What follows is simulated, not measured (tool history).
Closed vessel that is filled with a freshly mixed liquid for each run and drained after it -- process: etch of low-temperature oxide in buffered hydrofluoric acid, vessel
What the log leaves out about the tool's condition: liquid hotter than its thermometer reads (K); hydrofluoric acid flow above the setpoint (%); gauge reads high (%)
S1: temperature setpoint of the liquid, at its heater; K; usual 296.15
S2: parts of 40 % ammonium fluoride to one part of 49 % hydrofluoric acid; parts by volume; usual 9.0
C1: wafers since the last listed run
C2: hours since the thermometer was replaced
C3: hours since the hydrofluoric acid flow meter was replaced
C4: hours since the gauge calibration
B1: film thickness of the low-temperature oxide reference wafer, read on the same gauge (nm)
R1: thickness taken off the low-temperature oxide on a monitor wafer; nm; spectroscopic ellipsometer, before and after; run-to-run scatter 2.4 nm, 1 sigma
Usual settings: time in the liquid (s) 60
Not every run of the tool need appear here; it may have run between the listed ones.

{"run": 1, "hour": 0.0, "S1": 296.15, "S2": 9.0, "time in the liquid (s)": 80, "C1": 0, "C2": 532.1, "C3": 2233.2, "C4": 714.7, "B1": 121.03, "R1": 379.07}
{"run": 2, "hour": 44.0, "S1": 296.15, "S2": 9.0, "time in the liquid (s)": 80, "C1": 4891, "C2": 576.1, "C3": 2277.2, "C4": 758.7, "B1": 121.22, "R1": 372.71}
{"run": 3, "hour": 122.4, "S1": 296.15, "S2": 9.0, "time in the liquid (s)": 80, "C1": 8715, "C2": 654.5, "C3": 2355.6, "C4": 837.1, "B1": 121.62, "R1": 378.81}
{"run": 4, "hour": 154.1, "S1": 296.15, "S2": 11.0, "time in the liquid (s)": 60, "C1": 3523, "C2": 686.2, "C3": 2387.3, "C4": 868.8, "B1": 121.79, "R1": 237.8}
{"run": 5, "hour": 225.8, "S1": 296.15, "S2": 9.0, "time in the liquid (s)": 60, "C1": 7970, "C2": 757.9, "C3": 2459.0, "C4": 940.5, "B1": 122.19, "R1": 290.21}
{"run": 6, "hour": 260.0, "S1": 296.15, "S2": 9.0, "time in the liquid (s)": 60, "C1": 3801, "C2": 792.1, "C3": 2493.2, "C4": 974.7, "B1": 122.4, "R1": 285.91}
{"run": 7, "hour": 314.4, "S1": 296.15, "S2": 9.0, "time in the liquid (s)": 60, "C1": 6047, "C2": 846.5, "C3": 2547.6, "C4": 1029.1, "B1": 122.75, "R1": 284.6}
{"run": 8, "hour": 360.1, "S1": 296.15, "S2": 9.0, "time in the liquid (s)": 60, "C1": 5080, "C2": 892.2, "C3": 2593.3, "C4": 1074.8, "B1": 123.07, "R1": 287.59}
{"run": 9, "hour": 417.4, "S1": 296.15, "S2": 9.0, "time in the liquid (s)": 60, "C1": 6369, "C2": 949.5, "C3": 2650.6, "C4": 1132.1, "B1": 123.44, "R1": 293.0}
{"hour": 449.5, "done": "hydrofluoric acid flow meter replaced"}
{"run": 10, "hour": 479.9, "S1": 296.15, "S2": 12.0, "time in the liquid (s)": 45, "C1": 6836, "C2": 1012.0, "C3": 30.4, "C4": 1194.6, "B1": 123.89, "R1": 167.11}
{"run": 11, "hour": 505.4, "S1": 293.65, "S2": 6.0, "time in the liquid (s)": 70, "C1": 2834, "C2": 1037.5, "C3": 55.9, "C4": 1220.1, "B1": 124.08, "R1": 443.5}
{"hour": 636.4, "done": "gauge calibrated"}
{"run": 12, "hour": 657.0, "S1": 296.15, "S2": 9.0, "time in the liquid (s)": 60, "C1": 16852, "C2": 1189.1, "C3": 207.5, "C4": 20.6, "B1": 120.01, "R1": 281.83}
{"hour": 769.1, "done": "thermometer replaced"}
{"run": 13, "hour": 770.1, "S1": 296.15, "S2": 11.5, "time in the liquid (s)": 50, "C1": 12461, "C2": 1.0, "C3": 320.6, "C4": 133.7, "B1": 120.02, "R1": 193.33}
{"run": 14, "hour": 809.8, "S1": 298.65, "S2": 9.0, "time in the liquid (s)": 35, "C1": 4413, "C2": 40.7, "C3": 360.3, "C4": 173.4, "B1": 120.09, "R1": 187.69}
{"run": 15, "hour": 866.7, "S1": 299.15, "S2": 11.0, "time in the liquid (s)": 60, "C1": 6325, "C2": 97.6, "C3": 417.2, "C4": 230.3, "B1": 120.16, "R1": 285.31}
{"run": 16, "hour": 1060.0, "S1": 296.15, "S2": 11.5, "time in the liquid (s)": 50, "C1": 21487, "C2": 290.9, "C3": 610.5, "C4": 423.6, "B1": 120.55, "R1": 193.29}
{"run": 17, "hour": 1122.3, "S1": 297.65, "S2": 6.0, "time in the liquid (s)": 90, "C1": 6925, "C2": 353.2, "C3": 672.8, "C4": 485.9, "B1": 120.76, "R1": 690.41}
{"run": 18, "hour": 1168.4, "S1": 292.15, "S2": 9.0, "time in the liquid (s)": 35, "C1": 5124, "C2": 399.3, "C3": 718.9, "C4": 532.0, "B1": 120.89, "R1": 131.15}

Consider 5 possible next runs. They are alternatives, not a sequence: every one starts from the tool as it was left by run 18. What does each give?
{"run": "A", "hour": 1169.1, "S1": 296.15, "S2": 9.0, "time in the liquid (s)": 60, "C1": 77, "C2": 400.0, "C3": 719.6, "C4": 532.7, "B1": "?", "R1": "?"}
{"run": "B", "hour": 1169.1, "S1": 293.15, "S2": 9.0, "time in the liquid (s)": 30, "C1": 77, "C2": 400.0, "C3": 719.6, "C4": 532.7, "B1": "?", "R1": "?"}
{"run": "C", "hour": 1169.1, "S1": 299.15, "S2": 9.0, "time in the liquid (s)": 60, "C1": 77, "C2": 400.0, "C3": 719.6, "C4": 532.7, "B1": "?", "R1": "?"}
{"run": "D", "hour": 1169.1, "S1": 296.15, "S2": 8.0, "time in the liquid (s)": 60, "C1": 77, "C2": 400.0, "C3": 719.6, "C4": 532.7, "B1": "?", "R1": "?"}
{"run": "E", "hour": 1169.1, "S1": 296.15, "S2": 9.0, "time in the liquid (s)": 45, "C1": 77, "C2": 400.0, "C3": 719.6, "C4": 532.7, "B1": "?", "R1": "?"}

run=A B1=120.89 R1=285.10
run=B B1=120.89 R1=120.72
run=C B1=120.89 R1=335.56
run=D B1=120.89 R1=323.96
run=E B1=120.89 R1=213.82
With the hidden condition removed and each run's random variation left untouched, the same runs would have given:
run=A R1=283.01
run=B R1=119.83
run=C R1=333.10
run=D R1=321.58
run=E R1=212.26
